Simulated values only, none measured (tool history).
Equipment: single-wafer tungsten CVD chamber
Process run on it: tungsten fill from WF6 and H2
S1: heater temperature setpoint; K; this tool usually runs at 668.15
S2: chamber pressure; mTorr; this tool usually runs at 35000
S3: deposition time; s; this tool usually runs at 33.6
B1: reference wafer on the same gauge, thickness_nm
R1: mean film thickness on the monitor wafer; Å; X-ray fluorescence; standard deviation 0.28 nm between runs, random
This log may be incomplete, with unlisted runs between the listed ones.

Run 1, day 0.000: usual settings; B1 103.320. Result: R1 964.56 Å.
Run 2, day 1.746: usual settings; B1 103.353. Result: R1 969.44 Å.
Run 3, day 2.404: usual settings; B1 103.277. Result: R1 966.95 Å.
Run 4, day 2.800: usual settings; B1 103.351. Result: R1 967.47 Å.
Run 5, day 3.471: usual settings; B1 103.258. Result: R1 975.46 Å.
Run 6, day 3.912: usual settings; B1 103.299. Result: R1 975.61 Å.
Run 7, day 4.450: usual settings; B1 103.287. Result: R1 967.77 Å.
Run 8, day 4.700: usual settings but S1 674.15 K; B1 103.354. Result: R1 1070.51 Å.
Run 9, day 5.225: usual settings but S1 677.15 K, S2 30400 mTorr; B1 103.329. Result: R1 1067.37 Å.
At day 5.738: thermocouple changed; heater temperature recalibrated.
Run 10, day 5.758: usual settings; B1 103.391. Result: R1 875.75 Å.
Run 11, day 6.921: usual settings; B1 103.306. Result: R1 878.36 Å.
At day 7.488: showerhead replaced.
Run 12, day 7.508: usual settings; B1 103.296. Result: R1 876.15 Å.
Run 13, day 8.021: usual settings; B1 103.305. Result: R1 878.51 Å.
At day 8.058: gauge calibrated.
At day 8.712: capacitance manometer re-zeroed and calibrated.
Run 14, day 8.733: usual settings; B1 103.272. Result: R1 876.73 Å.
Run 15, day 8.746: usual settings; B1 103.281. Result: R1 879.01 Å.
Run 16, day 9.171: usual settings; B1 103.285. Result: R1 874.81 Å.
Run 17, day 9.454: usual settings but S3 28.7 s; B1 103.256. Result: R1 752.36 Å.
Run 18, day 9.725: usual settings; B1 103.328. Result: R1 880.89 Å.
Run 19, day 10.017: usual settings but S2 42600 mTorr; B1 103.324. Result: R1 955.33 Å.
Run 20, day 10.442: usual settings; B1 103.266. Result: R1 874.81 Å.
Run 21, day 10.833: usual settings but S1 677.15 K, S2 38600 mTorr, S3 38.2 s; B1 103.301. Result: R1 1201.96 Å.
Run 22, day 11.312: usual settings but S1 664.15 K, S3 28.0 s; B1 103.262. Result: R1 683.64 Å.
Run 23, day 11.583: usual settings but S1 657.15 K; B1 103.255. Result: R1 733.43 Å.
Run 24, day 12.296: usual settings but S3 39.3 s; B1 103.375. Result: R1 1022.14 Å.
Run 25, day 12.575: usual settings but S1 655.15 K, S2 39400 mTorr, S3 28.6 s; B1 103.302. Result: R1 629.73 Å.
Run 26, day 13.129: usual settings but S1 659.15 K, S2 27000 mTorr; B1 103.292. Result: R1 674.87 Å.
Run 27, day 13.679: usual settings but S1 662.15 K, S3 35.3 s; B1 103.275. Result: R1 832.30 Å.
Run 28, day 14.342: usual settings but S1 679.15 K; B1 103.298. Result: R1 1049.28 Å.
Run 29, day 14.929: usual settings; B1 103.311. Result: R1 881.30 Å.
Run 30, day 15.333: usual settings but S1 664.15 K, S2 43000 mTorr, S3 37.0 s; B1 103.312. Result: R1 986.79 Å.
Run 31, day 15.712: usual settings but S1 657.15 K, S2 38500 mTorr, S3 36.5 s; B1 103.359. Result: R1 820.42 Å.
Run 32, day 16.088: usual settings but S3 39.5 s; B1 103.279. Result: R1 1032.97 Å.

For each run, the measured value with the value that run would have given without the tool's hidden condition subtracted. The run-to-run variation is shared by both, the gauge scatter possibly not:
Hidden state present: wafer temperature above the value expected at the setpoint (K); true pressure above the setpoint (%); gauge reads high (%).
run      R1
  1  +77.08
  2  +80.47
  3  +81.41
  4  +82.14
  5  +84.01
  6  +84.80
  7  +85.07
  8  +89.96
  9  +90.00
 10  -12.29
 11  -12.32
 12  -12.27
 13  -12.29
 14  -12.23
 15  -12.25
 16  -12.17
 17  -10.45
 18  -12.22
 19  -13.23
 20  -12.08
 21  -15.57
 22   -9.48
 23  -10.58
 24  -13.90
 25   -9.05
 26   -9.54
 27  -11.59
 28  -13.04
 29  -11.61
 30  -13.06
 31  -11.26
 32  -13.37

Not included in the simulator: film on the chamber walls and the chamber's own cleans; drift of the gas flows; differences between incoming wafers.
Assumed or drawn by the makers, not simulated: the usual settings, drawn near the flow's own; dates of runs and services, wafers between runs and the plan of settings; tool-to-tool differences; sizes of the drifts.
